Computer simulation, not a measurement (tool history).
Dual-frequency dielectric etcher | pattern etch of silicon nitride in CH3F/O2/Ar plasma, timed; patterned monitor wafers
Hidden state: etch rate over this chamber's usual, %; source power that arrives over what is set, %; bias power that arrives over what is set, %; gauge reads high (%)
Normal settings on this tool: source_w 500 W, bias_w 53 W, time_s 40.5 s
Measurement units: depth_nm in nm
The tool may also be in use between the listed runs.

| run | hour | source_w | bias_w | time_s | wafers since the last listed run | hours since the last wet clean | hours since the last source power generator calibration | hours since the last bias power generator calibration | hours since the last upper electrode change | hours since the gauge calibration | read-back reference wafer on the same gauge, depth_nm | depth_nm |
|---|---|---|---|---|---|---|---|---|---|---|---|---|
| 1 | 0 | 500 | 53 | 40.5 | 0 | 312.6 | 1749.7 | 3356.4 | 3679.6 | 430.7 | 24.9 | 25.67 |
| 2 | 22 | 500 | 53 | 40.5 | 223 | 334.6 | 1771.7 | 3378.4 | 3701.6 | 452.7 | 24.88 | 26.27 |
| 3 | 57.2 | 500 | 53 | 40.5 | 357 | 369.8 | 1806.9 | 3413.6 | 3736.8 | 487.9 | 24.86 | 26.07 |
| 4 | 124.8 | 500 | 53 | 40.5 | 685 | 437.4 | 1874.5 | 3481.2 | 3804.4 | 555.5 | 24.68 | 25.89 |
| 5 | 154.9 | 500 | 53 | 32.5 | 305 | 467.5 | 1904.6 | 3511.3 | 3834.5 | 585.6 | 24.63 | 20.75 |
| 6 | 170 | 500 | 53 | 32.5 | 153 | 482.6 | 1919.7 | 3526.4 | 3849.6 | 600.7 | 24.63 | 20.67 |
| 7 | 195.8 | 500 | 53 | 32.5 | 261 | 508.4 | 1945.5 | 3552.2 | 3875.4 | 626.5 | 24.54 | 20.62 |
| 8 | 209.5 | 500 | 53 | 40.5 | 138 | 522.1 | 1959.2 | 3565.9 | 3889.1 | 640.2 | 24.55 | 25.59 |
|  | 222.8 | gauge calibrated |
|  | 257.3 | upper electrode replaced |
| 9 | 257.8 | 500 | 53 | 40.5 | 246 | 570.4 | 2007.5 | 3614.2 | 0.5 | 35 | 25.21 | 26.38 |
| 10 | 267.8 | 530 | 48 | 36.5 | 101 | 580.4 | 2017.5 | 3624.2 | 10.5 | 45 | 25.23 | 23.82 |
|  | 277.2 | source power generator calibrated |
|  | 294.6 | wet clean of the chamber |
| 11 | 295.8 | 500 | 53 | 40.5 | 67 | 1.2 | 18.6 | 3652.2 | 38.5 | 73 | 25.2 | 26.33 |
| 12 | 344.3 | 500 | 53 | 52.5 | 491 | 49.7 | 67.1 | 3700.7 | 87 | 121.5 | 25.17 | 34.14 |
| 13 | 375 | 380 | 53 | 47 | 311 | 80.4 | 97.8 | 3731.4 | 117.7 | 152.2 | 25.16 | 25.81 |
| 14 | 402.4 | 500 | 53 | 40.5 | 277 | 107.8 | 125.2 | 3758.8 | 145.1 | 179.6 | 25.15 | 26.25 |
|  | 427.4 | bias power generator calibrated |
| 15 | 427.9 | 500 | 53 | 45.5 | 218 | 133.3 | 150.7 | 0.5 | 170.6 | 205.1 | 25.13 | 29.32 |
| 16 | 459.2 | 530 | 41 | 40.5 | 317 | 164.6 | 182 | 31.8 | 201.9 | 236.4 | 25.1 | 25.14 |
| 17 | 474.3 | 590 | 58 | 28.5 | 153 | 179.7 | 197.1 | 46.9 | 217 | 251.5 | 25.1 | 20.6 |
| 18 | 530.7 | 560 | 62 | 51.5 | 572 | 236.1 | 253.5 | 103.3 | 273.4 | 307.9 | 25.05 | 37.42 |
| 19 | 561.8 | 500 | 48 | 45 | 315 | 267.2 | 284.6 | 134.4 | 304.5 | 339 | 25.02 | 28.18 |

Consider 4 possible next runs. They are alternatives, not a sequence: every one starts from the tool as it was left by run 19. What does each give?
| A | 562.2 | 500 | 53 | 40.5 | 4 | 267.6 | 285 | 134.8 | 304.9 | 339.4 | ? | ? |
| B | 562.2 | 580 | 53 | 29 | 4 | 267.6 | 285 | 134.8 | 304.9 | 339.4 | ? | ? |
| C | 562.2 | 500 | 45 | 46.5 | 4 | 267.6 | 285 | 134.8 | 304.9 | 339.4 | ? | ? |
| D | 562.2 | 590 | 56 | 36 | 4 | 267.6 | 285 | 134.8 | 304.9 | 339.4 | ? | ? |

| run | read-back reference wafer on the same gauge, depth_nm | depth_nm |
|---|---|---|
| A | 25.02 | 25.97 |
| B | 25.02 | 20.14 |
| C | 25.02 | 28.28 |
| D | 25.02 | 25.68 |
Stripped of hidden state, with their random variation kept, the same runs would have yielded:
| run | depth_nm |
|---|---|
| A | 26.17 |
| B | 20.29 |
| C | 28.5 |
| D | 25.87 |

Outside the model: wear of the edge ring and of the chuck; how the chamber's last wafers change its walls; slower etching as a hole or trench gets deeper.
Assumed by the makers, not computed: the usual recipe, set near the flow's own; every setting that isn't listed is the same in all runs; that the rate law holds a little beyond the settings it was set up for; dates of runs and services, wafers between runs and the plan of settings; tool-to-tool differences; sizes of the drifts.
